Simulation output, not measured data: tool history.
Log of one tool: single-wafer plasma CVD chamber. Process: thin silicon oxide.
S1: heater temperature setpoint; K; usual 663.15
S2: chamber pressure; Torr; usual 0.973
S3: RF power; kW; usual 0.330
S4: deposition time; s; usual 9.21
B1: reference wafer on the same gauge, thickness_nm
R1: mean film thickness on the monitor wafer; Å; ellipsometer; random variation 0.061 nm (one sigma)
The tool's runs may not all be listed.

run   hour      S1     S2     S3     S4      B1      R1
  1    0.0  670.15  0.973  0.330   9.21  20.804  216.15
  2    7.1  670.15  0.973  0.330   9.21  20.795  216.57
  3   20.6  663.15  0.973  0.330   9.21  20.793  216.21
  4   36.8  663.15  0.973  0.330   9.21  20.819  217.08
  5   46.7  663.15  0.973  0.330   9.21  20.820  217.92
  6   53.2  663.15  0.973  0.330   9.21  20.773  217.78
  7   64.5  663.15  0.973  0.330   9.21  20.813  217.63
  8   76.9  663.15  0.973  0.330   9.21  20.783  217.87
  9   91.5  663.15  0.973  0.330   9.21  20.798  217.95
      98.5  -- gauge calibrated
     105.4  -- showerhead replaced
 10  111.5  663.15  0.973  0.330   9.21  20.803  217.40
 11  124.0  663.15  0.973  0.330   8.82  20.798  208.40
     155.2  -- capacitance manometer re-zeroed and calibrated
     164.7  -- RF generator calibrated
 12  165.2  663.15  0.973  0.330   9.21  20.784  218.09
 13  168.2  663.15  0.973  0.330   9.21  20.777  216.97
 14  180.5  663.15  0.973  0.330   9.21  20.794  217.59
 15  195.5  663.15  0.973  0.330  10.78  20.797  253.64
 16  209.8  663.15  0.973  0.330   9.21  20.810  217.37
 17  221.8  672.15  1.182  0.285   8.63  20.784  213.91
 18  238.3  663.15  1.166  0.330   9.21  20.772  252.56
 19  249.2  671.15  1.169  0.330   8.41  20.779  229.43
 20  255.3  663.15  0.973  0.330   9.21  20.791  216.91
 21  271.8  671.15  0.973  0.330   8.33  20.814  195.18
     280.0  -- gauge calibrated
     286.4  -- thermocouple changed; heater temperature recalibrated
 22  286.9  663.15  0.973  0.330   9.21  20.830  217.25
 23  293.0  663.15  0.973  0.330   9.21  20.796  217.51
 24  300.1  663.15  0.973  0.275   9.21  20.797  191.89
 25  316.7  663.15  0.973  0.330   9.21  20.828  217.29
 26  334.3  676.15  0.973  0.330   9.21  20.813  215.19
 27  340.9  663.15  0.973  0.330  11.00  20.794  259.63
 28  349.4  655.15  0.973  0.330  10.98  20.792  260.41
 29  365.4  668.15  0.973  0.330   9.91  20.795  232.51
 30  375.0  659.15  0.973  0.330   9.21  20.767  217.12

Forecast each of these 3 alternatives for the next run:
  A  375.4  663.15  0.973  0.330  9.21   ?   ?
  B  375.4  676.15  1.190  0.355  9.21   ?   ?
  C  375.4  675.15  0.973  0.330  9.21   ?   ?

run      B1      R1
  A  20.774  217.64
  B  20.774  262.73
  C  20.774  215.69
Without the tool's hidden state the same runs would have given:
run      R1
  A  217.64
  B  262.73
  C  215.69
